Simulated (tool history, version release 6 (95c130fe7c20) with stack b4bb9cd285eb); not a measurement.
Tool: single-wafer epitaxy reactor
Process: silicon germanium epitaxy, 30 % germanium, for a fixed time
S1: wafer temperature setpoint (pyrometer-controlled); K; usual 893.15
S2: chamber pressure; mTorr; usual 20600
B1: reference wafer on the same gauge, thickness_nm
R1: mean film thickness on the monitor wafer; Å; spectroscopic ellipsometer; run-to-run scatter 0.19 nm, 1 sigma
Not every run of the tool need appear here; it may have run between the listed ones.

run,hour,S1,S2,B1,R1
1,0,889.15,17400,80.408,639.3
2,25.4,889.15,17400,80.335,641.77
3,56.5,893.15,20600,80.304,720.37
4,81.8,893.15,20600,80.358,715.37
5,107.5,893.15,20600,80.32,718.08
6,136.3,893.15,20600,80.318,717.16
7,162.8,893.15,17100,80.325,685.08
# hour 171.5: gauge calibrated
8,196.9,893.15,17100,80.255,686.81
# hour 208.3: capacitance manometer re-zeroed and calibrated
# hour 223.6: pyrometer calibrated
9,224.1,893.15,20600,80.169,748.75
10,234,883.15,25100,80.338,662.7
11,252.1,893.15,17100,80.441,710.01
12,285.5,887.15,24700,80.273,704.9
# hour 318.5: showerhead replaced, of another model than before
13,319,888.15,20600,80.251,683.96
14,348.7,882.15,20600,80.34,614
15,380.8,893.15,20600,80.339,736.55
16,401.9,882.15,23600,80.184,628.11
17,437.2,893.15,25700,80.278,770.31
# hour 451.1: gauge calibrated
18,466.2,893.15,23900,80.298,756.93
19,481.6,893.15,20600,80.268,736.89

Consider 5 possible next runs. They are alternatives, not a sequence: every one starts from the tool as it was left by run 19. What does each give?
A,482,878.15,20600,?,?
B,482,897.15,17800,?,?
C,482,900.15,22900,?,?
D,482,883.15,18100,?,?
E,482,904.15,20600,?,?

run,B1,R1
A,80.345,565.99
B,80.345,764.23
C,80.345,842.01
D,80.345,603.34
E,80.345,881.89
Stripped of hidden state, with their random variation kept, the same runs would have yielded:
run,R1
A,577.33
B,778.92
C,858.09
D,615.3
E,898.58
